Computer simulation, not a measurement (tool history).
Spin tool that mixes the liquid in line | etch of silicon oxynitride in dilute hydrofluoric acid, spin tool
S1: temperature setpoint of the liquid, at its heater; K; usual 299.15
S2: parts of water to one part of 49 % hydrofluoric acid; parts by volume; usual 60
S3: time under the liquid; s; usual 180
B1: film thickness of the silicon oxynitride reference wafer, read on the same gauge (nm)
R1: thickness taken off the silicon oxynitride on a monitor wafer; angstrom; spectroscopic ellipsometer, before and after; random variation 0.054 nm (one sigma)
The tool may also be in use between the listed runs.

{"run": 1, "day": 0.0, "S1": 299.15, "S2": 60, "S3": 180, "B1": 99.99, "R1": 90.8}
{"run": 2, "day": 0.708, "S1": 299.15, "S2": 60, "S3": 180, "B1": 100.01, "R1": 90.6}
{"run": 3, "day": 1.362, "S1": 299.15, "S2": 60, "S3": 180, "B1": 99.97, "R1": 90.6}
{"run": 4, "day": 1.721, "S1": 299.15, "S2": 60, "S3": 180, "B1": 100.02, "R1": 90.6}
{"run": 5, "day": 2.317, "S1": 299.15, "S2": 60, "S3": 180, "B1": 99.99, "R1": 90.6}
{"run": 6, "day": 3.042, "S1": 299.15, "S2": 60, "S3": 180, "B1": 99.98, "R1": 90.2}
{"run": 7, "day": 3.654, "S1": 299.15, "S2": 60, "S3": 180, "B1": 99.99, "R1": 90.4}
{"run": 8, "day": 3.908, "S1": 299.15, "S2": 60, "S3": 180, "B1": 100.02, "R1": 90.7}
{"run": 9, "day": 4.167, "S1": 299.15, "S2": 60, "S3": 180, "B1": 100.01, "R1": 90.3}
{"run": 10, "day": 4.762, "S1": 299.15, "S2": 60, "S3": 180, "B1": 99.99, "R1": 90}
{"run": 11, "day": 5.342, "S1": 299.15, "S2": 60, "S3": 180, "B1": 100.02, "R1": 90.1}
{"day": 5.675, "done": "hydrofluoric acid flow meter replaced"}
{"run": 12, "day": 5.696, "S1": 299.15, "S2": 60, "S3": 180, "B1": 99.99, "R1": 101.5}
{"run": 13, "day": 5.962, "S1": 299.15, "S2": 70, "S3": 180, "B1": 100, "R1": 86.1}
{"day": 6.146, "done": "thermometer replaced"}
{"run": 14, "day": 6.438, "S1": 299.15, "S2": 45, "S3": 250, "B1": 100, "R1": 217.3}
{"run": 15, "day": 6.812, "S1": 299.15, "S2": 60, "S3": 180, "B1": 99.98, "R1": 116.1}
{"run": 16, "day": 7.208, "S1": 295.15, "S2": 35, "S3": 105, "B1": 100, "R1": 96.3}
{"day": 7.404, "done": "gauge calibrated"}
{"run": 17, "day": 7.692, "S1": 302.65, "S2": 60, "S3": 85, "B1": 100, "R1": 64.6}
{"run": 18, "day": 8.146, "S1": 299.15, "S2": 60, "S3": 180, "B1": 100, "R1": 115.6}
{"run": 19, "day": 10.012, "S1": 296.15, "S2": 75, "S3": 105, "B1": 100.01, "R1": 45.9}
{"run": 20, "day": 10.533, "S1": 303.15, "S2": 80, "S3": 240, "B1": 100, "R1": 134.8}
{"run": 21, "day": 11.225, "S1": 304.15, "S2": 90, "S3": 265, "B1": 99.99, "R1": 138.3}
{"run": 22, "day": 11.95, "S1": 299.15, "S2": 60, "S3": 180, "B1": 99.96, "R1": 113.7}
{"run": 23, "day": 12.492, "S1": 299.15, "S2": 45, "S3": 250, "B1": 100.02, "R1": 214.7}
{"run": 24, "day": 13.55, "S1": 296.65, "S2": 60, "S3": 250, "B1": 99.98, "R1": 139.1}
{"run": 25, "day": 13.942, "S1": 301.65, "S2": 45, "S3": 285, "B1": 100, "R1": 275.3}
{"run": 26, "day": 14.362, "S1": 303.65, "S2": 40, "S3": 100, "B1": 100.01, "R1": 119.7}
{"run": 27, "day": 16.45, "S1": 300.65, "S2": 45, "S3": 100, "B1": 100, "R1": 92.2}
{"run": 28, "day": 16.979, "S1": 294.65, "S2": 60, "S3": 115, "B1": 100, "R1": 58}
{"run": 29, "day": 17.554, "S1": 301.15, "S2": 45, "S3": 180, "B1": 99.97, "R1": 168.3}
{"run": 30, "day": 17.996, "S1": 294.65, "S2": 85, "S3": 115, "B1": 100.01, "R1": 39.8}
{"run": 31, "day": 18.292, "S1": 295.65, "S2": 60, "S3": 180, "B1": 100.02, "R1": 96}
{"run": 32, "day": 18.762, "S1": 294.65, "S2": 35, "S3": 180, "B1": 100, "R1": 157.7}

What the log doesn't show, run by run:
gauge reads high (%): 0 in every run
H1: liquid colder than its thermometer reads (K)
H2: hydrofluoric acid flow below the setpoint (%)
run=1 H1=2.75 H2=11.2
run=2 H1=2.76 H2=11.3
run=3 H1=2.77 H2=11.4
run=4 H1=2.78 H2=11.4
run=5 H1=2.79 H2=11.5
run=6 H1=2.81 H2=11.6
run=7 H1=2.82 H2=11.6
run=8 H1=2.82 H2=11.7
run=9 H1=2.83 H2=11.7
run=10 H1=2.84 H2=11.8
run=11 H1=2.85 H2=11.8
run=12 H1=2.86 H2=0.877
run=13 H1=2.87 H2=0.907
run=14 H1=0.146 H2=0.961
run=15 H1=0.153 H2=1
run=16 H1=0.161 H2=1.05
run=17 H1=0.171 H2=1.11
run=18 H1=0.18 H2=1.16
run=19 H1=0.218 H2=1.37
run=20 H1=0.229 H2=1.43
run=21 H1=0.243 H2=1.51
run=22 H1=0.258 H2=1.59
run=23 H1=0.269 H2=1.65
run=24 H1=0.29 H2=1.78
run=25 H1=0.298 H2=1.82
run=26 H1=0.307 H2=1.87
run=27 H1=0.349 H2=2.11
run=28 H1=0.36 H2=2.17
run=29 H1=0.372 H2=2.23
run=30 H1=0.381 H2=2.29
run=31 H1=0.387 H2=2.32
run=32 H1=0.396 H2=2.37
